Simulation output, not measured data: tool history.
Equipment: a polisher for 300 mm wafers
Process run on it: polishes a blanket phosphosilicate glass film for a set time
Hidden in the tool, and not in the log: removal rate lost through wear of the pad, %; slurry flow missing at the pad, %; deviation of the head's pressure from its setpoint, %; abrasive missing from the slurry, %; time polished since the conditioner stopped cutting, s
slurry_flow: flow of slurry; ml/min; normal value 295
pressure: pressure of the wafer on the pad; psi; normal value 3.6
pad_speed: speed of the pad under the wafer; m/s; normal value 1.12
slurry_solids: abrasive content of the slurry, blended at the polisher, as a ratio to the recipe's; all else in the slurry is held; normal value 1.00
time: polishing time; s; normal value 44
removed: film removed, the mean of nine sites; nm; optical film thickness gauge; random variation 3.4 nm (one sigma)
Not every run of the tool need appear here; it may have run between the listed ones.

run    hour  slurry_flow  pressure  pad_speed  slurry_solids  time  wafers since the last listed run  wafers polished on this pad  hours since the slurry nozzle was cleaned  hours since the head pressure was calibrated  hours since the slurry blender was calibrated  hours since the conditioning disc was replaced  incoming thickness of the incoming film, nm  removed
  1     0.0          295       3.6       1.12           1.00    44                                 0                         4579                                      744.9                                         451.6                                          166.6                                            23.6                                       4224.7    457.0
       14.2  -- worn pad replaced by a new one
       17.9  -- slurry nozzle cleaned
  2    53.7          295       3.6       1.12           1.00    55                               529                          419                                       35.8                                         505.3                                          220.3                                            77.3                                       4317.7    594.3
  3    87.3          295       3.6       1.12           1.20    44                               365                          784                                       69.4                                         538.9                                          253.9                                           110.9                                       4252.0    516.2
  4   135.9          390       3.3       0.80           0.70    44                               528                         1313                                      118.0                                         587.5                                          302.5                                           159.5                                       4184.0    311.5
  5   171.1          295       3.6       1.12           1.00    44                               382                         1695                                      153.2                                         622.7                                          337.7                                           194.7                                       4227.3    465.9
  6   218.0          345       3.6       1.12           0.85    44                               510                         2206                                      200.1                                         669.6                                          384.6                                           241.6                                       4231.9    432.3
  7   256.4          295       4.5       0.92           1.00    44                               417                         2623                                      238.5                                         708.0                                          423.0                                           280.0                                       4286.7    519.1
      294.5  -- slurry blender recalibrated
  8   319.0          295       2.8       1.12           1.00    54                               659                         3282                                      301.1                                         770.6                                           24.5                                           342.6                                       4261.0    463.8
  9   367.0          295       3.6       1.12           1.00    52                               522                         3805                                      349.1                                         818.6                                           72.5                                           390.6                                       4222.2    544.3
      381.8  -- worn pad replaced by a new one
 10   426.0          295       3.6       1.12           1.00    44                               598                          480                                      408.1                                         877.6                                          131.5                                           449.6                                       4202.0    477.3
      449.4  -- conditioning disc replaced and pad reconditioned
 11   455.6          380       2.5       1.12           1.10    44                               300                          780                                      437.7                                         907.2                                          161.1                                             6.2                                       4214.5    377.2
 12   517.3          230       4.6       1.12           0.75    32                               671                         1451                                      499.4                                         968.9                                          222.8                                            67.9                                       4279.0    348.6
 13   576.1          195       3.6       1.12           1.00    44                               639                         2091                                      558.2                                        1027.7                                          281.6                                           126.7                                       4273.1    446.1
 14   611.7          295       4.5       0.92           1.00    44                               387                         2478                                      593.8                                        1063.3                                          317.2                                           162.3                                       4258.1    515.1
 15   636.5          295       3.6       1.12           1.00    44                               269                         2748                                      618.6                                        1088.1                                          342.0                                           187.1                                       4292.6    468.4
      766.1  -- head pressure recalibrated
      774.9  -- worn pad replaced by a new one
      777.1  -- slurry blender recalibrated
 16   825.7          295       4.8       1.12           1.00    58                              1970                          530                                      807.8                                          59.6                                           48.6                                           376.3                                       4226.5    804.9
      834.9  -- conditioning disc replaced and pad reconditioned
 17   884.0          360       2.9       1.12           1.00    50                               612                         1143                                      866.1                                         117.9                                          106.9                                            49.1                                       4190.3    463.3
 18   930.2          295       3.1       1.12           1.20    44                               502                         1645                                      912.3                                         164.1                                          153.1                                            95.3                                       4326.1    454.0
      982.9  -- slurry nozzle cleaned
 19   995.1          295       3.6       1.12           1.00    35                               695                         2340                                       12.2                                         229.0                                          218.0                                           160.2                                       4273.9    373.4
 20  1036.5          295       3.6       0.84           0.90    44                               450                         2791                                       53.6                                         270.4                                          259.4                                           201.6                                       4253.4    385.8
 21  1077.7          295       3.6       1.36           1.00    44                               448                         3239                                       94.8                                         311.6                                          300.6                                           242.8                                       4294.4    509.2
 22  1113.2          295       3.6       1.30           1.00    44                               386                         3625                                      130.3                                         347.1                                          336.1                                           278.3                                       4260.3    499.0
 23  1174.2          295       3.6       0.90           1.20    44                               663                         4288                                      191.3                                         408.1                                          397.1                                           339.3                                       4222.3    457.6
 24  1209.4          295       3.6       1.12           1.00    44                               382                         4671                                      226.5                                         443.3                                          432.3                                           374.5                                       4342.8    461.3

Here are 5 independent what-if runs from the current tool condition. What would each one return?
  A  1209.8          295       3.6       1.12           1.00    44                                 4                         4676                                      226.9                                         443.7                                          432.7                                           374.9                                       4164.6        ?
  B  1209.8          245       3.1       1.12           1.00    44                                 4                         4676                                      226.9                                         443.7                                          432.7                                           374.9                                       4164.6        ?
  C  1209.8          295       3.6       1.30           1.00    34                                 4                         4676                                      226.9                                         443.7                                          432.7                                           374.9                                       4164.6        ?
  D  1209.8          355       3.6       1.12           1.00    44                                 4                         4676                                      226.9                                         443.7                                          432.7                                           374.9                                       4164.6        ?
  E  1209.8          295       3.6       1.12           0.75    44                                 4                         4676                                      226.9                                         443.7                                          432.7                                           374.9                                       4164.6        ?

run  removed
  A    463.8
  B    403.3
  C    385.8
  D    470.6
  E    394.1
The same runs, with their run-to-run variation unchanged, on a tool lacking any hidden condition would have given:
run  removed
  A    481.3
  B    418.5
  C    400.3
  D    488.3
  E    408.9
